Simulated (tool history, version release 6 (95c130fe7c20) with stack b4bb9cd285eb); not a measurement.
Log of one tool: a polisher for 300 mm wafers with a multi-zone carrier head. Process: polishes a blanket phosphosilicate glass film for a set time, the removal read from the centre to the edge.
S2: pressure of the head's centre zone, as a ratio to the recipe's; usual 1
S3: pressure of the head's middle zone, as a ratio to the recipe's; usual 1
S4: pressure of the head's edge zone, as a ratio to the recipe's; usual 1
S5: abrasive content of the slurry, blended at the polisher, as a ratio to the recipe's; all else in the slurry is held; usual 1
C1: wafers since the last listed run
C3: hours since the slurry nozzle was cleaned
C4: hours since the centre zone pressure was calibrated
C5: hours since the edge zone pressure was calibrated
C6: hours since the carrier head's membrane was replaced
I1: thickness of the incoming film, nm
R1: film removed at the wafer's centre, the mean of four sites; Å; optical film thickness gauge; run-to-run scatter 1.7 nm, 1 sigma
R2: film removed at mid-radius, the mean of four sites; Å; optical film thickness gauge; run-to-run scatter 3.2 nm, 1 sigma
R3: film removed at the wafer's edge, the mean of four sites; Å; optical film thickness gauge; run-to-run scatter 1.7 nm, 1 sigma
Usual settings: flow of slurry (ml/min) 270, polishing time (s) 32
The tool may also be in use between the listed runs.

{"run": 1, "hour": 0.0, "flow of slurry (ml/min)": 270, "S2": 1.11, "S3": 1, "S4": 1, "S5": 1, "polishing time (s)": 32, "C1": 0, "wafers polished on this pad": 287, "C3": 629, "C4": 29.3, "C5": 1150, "C6": 47.1, "I1": 4132.8, "R1": 2224, "R2": 2347, "R3": 2368}
{"run": 2, "hour": 16.5, "flow of slurry (ml/min)": 270, "S2": 1, "S3": 1, "S4": 1, "S5": 1, "polishing time (s)": 32, "C1": 180, "wafers polished on this pad": 467, "C3": 645.5, "C4": 45.8, "C5": 1166.5, "C6": 63.6, "I1": 4108.9, "R1": 2006, "R2": 2335, "R3": 2368}
{"run": 3, "hour": 25.2, "flow of slurry (ml/min)": 270, "S2": 1, "S3": 1.05, "S4": 1, "S5": 0.85, "polishing time (s)": 32, "C1": 95, "wafers polished on this pad": 563, "C3": 654.2, "C4": 54.5, "C5": 1175.2, "C6": 72.3, "I1": 4138.2, "R1": 1878, "R2": 2328, "R3": 2238}
{"hour": 40.7, "done": "slurry nozzle cleaned"}
{"run": 4, "hour": 41.2, "flow of slurry (ml/min)": 340, "S2": 1, "S3": 0.97, "S4": 1, "S5": 0.9, "polishing time (s)": 25, "C1": 163, "wafers polished on this pad": 727, "C3": 0.5, "C4": 70.5, "C5": 1191.2, "C6": 88.3, "I1": 4130.6, "R1": 1558, "R2": 1769, "R3": 1804}
{"run": 5, "hour": 50.7, "flow of slurry (ml/min)": 270, "S2": 1, "S3": 1.04, "S4": 1.05, "S5": 1, "polishing time (s)": 32, "C1": 103, "wafers polished on this pad": 830, "C3": 10, "C4": 80, "C5": 1200.7, "C6": 97.8, "I1": 4144.6, "R1": 2006, "R2": 2433, "R3": 2423}
{"run": 6, "hour": 66.6, "flow of slurry (ml/min)": 270, "S2": 1, "S3": 1, "S4": 1, "S5": 0.8, "polishing time (s)": 32, "C1": 173, "wafers polished on this pad": 1004, "C3": 25.9, "C4": 95.9, "C5": 1216.6, "C6": 113.7, "I1": 4102.4, "R1": 1846, "R2": 2155, "R3": 2183}
{"hour": 73.2, "done": "worn pad replaced by a new one"}
{"hour": 75.8, "done": "edge zone pressure recalibrated"}
{"run": 7, "hour": 76.3, "flow of slurry (ml/min)": 225, "S2": 1, "S3": 1, "S4": 1, "S5": 1, "polishing time (s)": 25, "C1": 40, "wafers polished on this pad": 12, "C3": 35.6, "C4": 105.6, "C5": 0.5, "C6": 123.4, "I1": 4158.2, "R1": 1524, "R2": 1772, "R3": 1803}
{"run": 8, "hour": 84.2, "flow of slurry (ml/min)": 270, "S2": 1, "S3": 1, "S4": 1, "S5": 1, "polishing time (s)": 32, "C1": 86, "wafers polished on this pad": 98, "C3": 43.5, "C4": 113.5, "C5": 8.4, "C6": 131.3, "I1": 4141.4, "R1": 2016, "R2": 2364, "R3": 2380}
{"run": 9, "hour": 91.4, "flow of slurry (ml/min)": 270, "S2": 1.07, "S3": 1, "S4": 1, "S5": 1, "polishing time (s)": 32, "C1": 78, "wafers polished on this pad": 177, "C3": 50.7, "C4": 120.7, "C5": 15.6, "C6": 138.5, "I1": 4095.5, "R1": 2149, "R2": 2399, "R3": 2390}
{"hour": 94.8, "done": "centre zone pressure recalibrated, repeated, since the last time left the tool worse"}
{"run": 10, "hour": 97.5, "flow of slurry (ml/min)": 270, "S2": 0.91, "S3": 1.12, "S4": 1.05, "S5": 1.25, "polishing time (s)": 32, "C1": 44, "wafers polished on this pad": 222, "C3": 56.8, "C4": 2.7, "C5": 21.7, "C6": 144.6, "I1": 4102.3, "R1": 2328, "R2": 2794, "R3": 2584}
{"run": 11, "hour": 110.8, "flow of slurry (ml/min)": 270, "S2": 1, "S3": 1, "S4": 1, "S5": 1, "polishing time (s)": 32, "C1": 145, "wafers polished on this pad": 367, "C3": 70.1, "C4": 16, "C5": 35, "C6": 157.9, "I1": 4076, "R1": 2410, "R2": 2348, "R3": 2378}
{"run": 12, "hour": 120.7, "flow of slurry (ml/min)": 270, "S2": 1, "S3": 1, "S4": 1, "S5": 1, "polishing time (s)": 32, "C1": 108, "wafers polished on this pad": 475, "C3": 80, "C4": 25.9, "C5": 44.9, "C6": 167.8, "I1": 4185.4, "R1": 2352, "R2": 2312, "R3": 2339}
{"run": 13, "hour": 136.5, "flow of slurry (ml/min)": 270, "S2": 1, "S3": 1.08, "S4": 0.9, "S5": 1, "polishing time (s)": 32, "C1": 172, "wafers polished on this pad": 648, "C3": 95.8, "C4": 41.7, "C5": 60.7, "C6": 183.6, "I1": 4134.5, "R1": 2378, "R2": 2498, "R3": 2280}
{"run": 14, "hour": 148.7, "flow of slurry (ml/min)": 200, "S2": 1.06, "S3": 0.89, "S4": 1, "S5": 1, "polishing time (s)": 40, "C1": 133, "wafers polished on this pad": 781, "C3": 108, "C4": 53.9, "C5": 72.9, "C6": 195.8, "I1": 4149.8, "R1": 2995, "R2": 2492, "R3": 2881}
{"run": 15, "hour": 155.1, "flow of slurry (ml/min)": 270, "S2": 1, "S3": 1, "S4": 1, "S5": 1, "polishing time (s)": 32, "C1": 69, "wafers polished on this pad": 851, "C3": 114.4, "C4": 60.3, "C5": 79.3, "C6": 202.2, "I1": 4175.4, "R1": 2389, "R2": 2373, "R3": 2378}
{"run": 16, "hour": 168.9, "flow of slurry (ml/min)": 270, "S2": 1, "S3": 1, "S4": 1, "S5": 0.75, "polishing time (s)": 32, "C1": 150, "wafers polished on this pad": 1002, "C3": 128.2, "C4": 74.1, "C5": 93.1, "C6": 216, "I1": 4170.5, "R1": 2154, "R2": 2115, "R3": 2124}
{"run": 17, "hour": 183.2, "flow of slurry (ml/min)": 270, "S2": 1, "S3": 1, "S4": 1, "S5": 1.3, "polishing time (s)": 37, "C1": 156, "wafers polished on this pad": 1158, "C3": 142.5, "C4": 88.4, "C5": 107.4, "C6": 230.3, "I1": 4099.9, "R1": 2976, "R2": 2891, "R3": 3002}
{"run": 18, "hour": 189.2, "flow of slurry (ml/min)": 315, "S2": 1, "S3": 0.91, "S4": 1, "S5": 1, "polishing time (s)": 32, "C1": 65, "wafers polished on this pad": 1224, "C3": 148.5, "C4": 94.4, "C5": 113.4, "C6": 236.3, "I1": 4091.4, "R1": 2421, "R2": 2168, "R3": 2415}
{"hour": 195.4, "done": "worn pad replaced by a new one"}
{"run": 19, "hour": 195.9, "flow of slurry (ml/min)": 270, "S2": 0.93, "S3": 1, "S4": 1.05, "S5": 0.75, "polishing time (s)": 32, "C1": 29, "wafers polished on this pad": 5, "C3": 155.2, "C4": 101.1, "C5": 120.1, "C6": 243, "I1": 4079.6, "R1": 1996, "R2": 2088, "R3": 2196}
{"run": 20, "hour": 202.2, "flow of slurry (ml/min)": 270, "S2": 1, "S3": 1, "S4": 1, "S5": 1, "polishing time (s)": 32, "C1": 68, "wafers polished on this pad": 74, "C3": 161.5, "C4": 107.4, "C5": 126.4, "C6": 249.3, "I1": 4067.5, "R1": 2383, "R2": 2345, "R3": 2362}
{"run": 21, "hour": 217.2, "flow of slurry (ml/min)": 270, "S2": 1, "S3": 0.94, "S4": 0.88, "S5": 1, "polishing time (s)": 32, "C1": 163, "wafers polished on this pad": 238, "C3": 176.5, "C4": 122.4, "C5": 141.4, "C6": 264.3, "I1": 4132.7, "R1": 2362, "R2": 2267, "R3": 2237}

Consider 5 possible next runs. They are alternatives, not a sequence: every one starts from the tool as it was left by run 21. What does each give?
{"run": "A", "hour": 217.6, "flow of slurry (ml/min)": 270, "S2": 1, "S3": 1, "S4": 1, "S5": 1, "polishing time (s)": 38, "C1": 4, "wafers polished on this pad": 242, "C3": 176.9, "C4": 122.8, "C5": 141.8, "C6": 264.7, "I1": 4099.4, "R1": "?", "R2": "?", "R3": "?"}
{"run": "B", "hour": 217.6, "flow of slurry (ml/min)": 200, "S2": 1.11, "S3": 1, "S4": 1.12, "S5": 1, "polishing time (s)": 38, "C1": 4, "wafers polished on this pad": 242, "C3": 176.9, "C4": 122.8, "C5": 141.8, "C6": 264.7, "I1": 4099.4, "R1": "?", "R2": "?", "R3": "?"}
{"run": "C", "hour": 217.6, "flow of slurry (ml/min)": 270, "S2": 1, "S3": 1, "S4": 1, "S5": 1.15, "polishing time (s)": 25, "C1": 4, "wafers polished on this pad": 242, "C3": 176.9, "C4": 122.8, "C5": 141.8, "C6": 264.7, "I1": 4099.4, "R1": "?", "R2": "?", "R3": "?"}
{"run": "D", "hour": 217.6, "flow of slurry (ml/min)": 270, "S2": 1, "S3": 1.04, "S4": 1, "S5": 0.7, "polishing time (s)": 32, "C1": 4, "wafers polished on this pad": 242, "C3": 176.9, "C4": 122.8, "C5": 141.8, "C6": 264.7, "I1": 4099.4, "R1": "?", "R2": "?", "R3": "?"}
{"run": "E", "hour": 217.6, "flow of slurry (ml/min)": 225, "S2": 1, "S3": 0.92, "S4": 1, "S5": 0.85, "polishing time (s)": 32, "C1": 4, "wafers polished on this pad": 242, "C3": 176.9, "C4": 122.8, "C5": 141.8, "C6": 264.7, "I1": 4099.4, "R1": "?", "R2": "?", "R3": "?"}

run=A R1=2818 R2=2772 R3=2855
run=B R1=2984 R2=2654 R3=2882
run=C R1=1942 R2=1910 R3=1968
run=D R1=2102 R2=2136 R3=2128
run=E R1=2185 R2=2011 R3=2237
Stripped of hidden state, with their random variation kept, the same runs would have yielded:
run=A R1=2803 R2=2772 R3=2855
run=B R1=2969 R2=2654 R3=2882
run=C R1=1932 R2=1910 R3=1968
run=D R1=2090 R2=2136 R3=2128
run=E R1=2173 R2=2011 R3=2237
